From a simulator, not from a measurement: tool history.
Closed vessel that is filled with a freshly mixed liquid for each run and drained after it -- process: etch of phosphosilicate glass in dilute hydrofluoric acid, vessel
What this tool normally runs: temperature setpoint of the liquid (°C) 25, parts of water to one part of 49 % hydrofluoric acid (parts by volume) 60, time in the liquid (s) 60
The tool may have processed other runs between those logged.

| run | hour | temperature setpoint of the liquid (°C) | parts of water to one part of 49 % hydrofluoric acid (parts by volume) | time in the liquid (s) | wafers since the last listed run | hours since the thermometer was replaced | hours since the hydrofluoric acid flow meter was replaced | hours since the gauge calibration | read-back film thickness of the phosphosilicate glass reference wafer, read on the same gauge (nm) | thickness taken off the phosphosilicate glass on a monitor wafer (angstrom) |
|---|---|---|---|---|---|---|---|---|---|---|
| 1 | 0 | 25 | 50 | 60 | 0 | 1713 | 198.8 | 346.5 | 50 | 2306.6 |
| 2 | 50.2 | 25 | 50 | 60 | 4839 | 1763.2 | 249 | 396.7 | 49.98 | 2253.3 |
| 3 | 76.9 | 25 | 60 | 60 | 2573 | 1789.9 | 275.7 | 423.4 | 49.97 | 1908.3 |
| 4 | 139 | 25 | 60 | 60 | 5986 | 1852 | 337.8 | 485.5 | 49.99 | 1907.6 |
| 5 | 167.5 | 25 | 60 | 60 | 2747 | 1880.5 | 366.3 | 514 | 50.01 | 1915.9 |
| 6 | 214.7 | 25 | 60 | 60 | 4550 | 1927.7 | 413.5 | 561.2 | 50.01 | 1881.1 |
|  | 286.8 | gauge calibrated |
| 7 | 291.3 | 25 | 60 | 60 | 7384 | 2004.3 | 490.1 | 4.5 | 50.01 | 1952.2 |
| 8 | 341.8 | 25 | 60 | 60 | 4868 | 2054.8 | 540.6 | 55 | 49.99 | 1907.4 |
| 9 | 434.4 | 25 | 35 | 85 | 8926 | 2147.4 | 633.2 | 147.6 | 49.95 | 4813.3 |
|  | 459.8 | hydrofluoric acid flow meter replaced |
| 10 | 476.2 | 25 | 60 | 60 | 3933 | 2189.2 | 16.4 | 189.4 | 50.01 | 1914 |
|  | 518.1 | thermometer replaced |
| 11 | 530.3 | 25 | 60 | 60 | 5118 | 12.2 | 70.5 | 243.5 | 50 | 1746.5 |
| 12 | 584.1 | 23 | 40 | 60 | 5186 | 66 | 124.3 | 297.3 | 49.97 | 2490.1 |

The next listed run, before its measurement:
| 13 | 627.2 | 29.5 | 45 | 50 | 4154 | 109.1 | 167.4 | 340.4 | ? | ? |

{"run 13": {"read-back film thickness of the phosphosilicate glass reference wafer, read on the same gauge (nm)": 50, "thickness taken off the phosphosilicate glass on a monitor wafer (angstrom)": 2394.2}}
With the hidden condition absent and the run-to-run variation left alone, this run would have shown thickness taken off the phosphosilicate glass on a monitor wafer (angstrom) 2340.9.
